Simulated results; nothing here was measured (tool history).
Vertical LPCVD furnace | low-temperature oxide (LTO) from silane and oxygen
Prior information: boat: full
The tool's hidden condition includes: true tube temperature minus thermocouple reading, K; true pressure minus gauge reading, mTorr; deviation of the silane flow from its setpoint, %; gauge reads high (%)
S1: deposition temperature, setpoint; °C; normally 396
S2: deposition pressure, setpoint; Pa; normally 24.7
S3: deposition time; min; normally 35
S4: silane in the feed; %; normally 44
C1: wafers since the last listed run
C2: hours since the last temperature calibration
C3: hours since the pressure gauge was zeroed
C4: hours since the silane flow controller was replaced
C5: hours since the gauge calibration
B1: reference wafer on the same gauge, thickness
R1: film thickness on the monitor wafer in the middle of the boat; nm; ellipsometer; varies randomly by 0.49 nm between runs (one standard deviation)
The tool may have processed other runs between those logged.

run,hour,S1,S2,S3,S4,C1,C2,C3,C4,C5,B1,R1
1,0,396,24.7,35,40,0,0.5,4471.6,2269.2,551,276.03,277.34
# hour 1.4: gauge calibrated
2,4.9,396,24.7,35,40,61,5.4,4476.5,2274.1,3.5,275.98,277.85
3,21.5,400,24.7,35,44,208,22,4493.1,2290.7,20.1,275.94,320.98
# hour 58.5: pressure gauge zeroed
# hour 65.2: silane flow controller replaced
4,65.7,400,24.7,35,44,169,66.2,7.2,0.5,64.3,275.79,311.41
5,70.6,400,24.7,35,44,61,71.1,12.1,5.4,69.2,275.99,311.07
6,75.5,396,24.7,40,44,61,76,17,10.3,74.1,275.9,341.5
7,91.9,396,24.7,40,44,206,92.4,33.4,26.7,90.5,275.99,341.01
8,106,396,24.7,40,44,177,106.5,47.5,40.8,104.6,275.97,340.74
9,124.4,396,22.7,35,44,231,124.9,65.9,59.2,123,276.12,274.48
10,132.9,404,30,35,44,106,133.4,74.4,67.7,131.5,275.97,396.6
11,145.4,396,24.7,31,44,157,145.9,86.9,80.2,144,276.15,264.89
12,174.7,396,28,35,48,368,175.2,116.2,109.5,173.3,276.16,370.68
13,193.9,390,24.7,35,36,241,194.4,135.4,128.7,192.5,276.16,220.19
14,207,396,24.7,35,44,164,207.5,148.5,141.8,205.6,276.09,299.02
15,223.5,396,27.3,35,44,207,224,165,158.3,222.1,276.14,333.19
16,235.3,396,24.7,35,38,148,235.8,176.8,170.1,233.9,275.98,254.03
17,259.8,388,22,24,44,308,260.3,201.3,194.6,258.4,276.21,168.93
18,279.2,396,20,35,44,243,279.7,220.7,214,277.8,275.94,243.74
19,296.1,396,24.7,35,44,212,296.6,237.6,230.9,294.7,276.19,301.27
20,309.3,396,24.7,35,44,165,309.8,250.8,244.1,307.9,275.96,302.07
21,322.1,405,21.3,40.5,40,160,322.6,263.6,256.9,320.7,276.14,298.57
22,337.5,396,24.7,35,44,193,338,279,272.3,336.1,276.03,301.51
23,347.6,396,24.7,35,48,126,348.1,289.1,282.4,346.2,275.93,327.98
24,354.9,396,24.7,35,44,91,355.4,296.4,289.7,353.5,275.87,302.4
25,373,396,24.7,35,44,227,373.5,314.5,307.8,371.6,276.2,302.82
26,416.8,407,24.7,35,44,550,417.3,358.3,351.6,415.4,276.14,341.17
27,430.1,402,24.7,35,44,167,430.6,371.6,364.9,428.7,276.07,322.95
28,449.8,388,20.7,35,41,247,450.3,391.3,384.6,448.4,275.98,215.34
29,464.8,407,24.7,35,47,188,465.3,406.3,399.6,463.4,276.1,362.85
30,472.7,384,22,35,44,99,473.2,414.2,407.5,471.3,276.05,236.67

What differs in the tool's unlogged condition from the final listed run ahead of each entry between runs to the first listed run following it?
Runs 1 to 2: gauge calibrated (hour 1.4)
  true tube temperature minus thermocouple reading, K: 0.0529 -> 0.0573
  difference, measured minus the result without the unlogged condition, R1: +11.4 -> +11.43 nm
Runs 3 to 4: pressure gauge zeroed (hour 58.5); silane flow controller replaced (hour 65.2)
  true tube temperature minus thermocouple reading, K: 0.0725 -> 0.113; deviation of the silane flow from its setpoint, %: 6.09 -> 0.562
  difference, measured minus the result without the unlogged condition, R1: +10.88 -> +1.4 nm
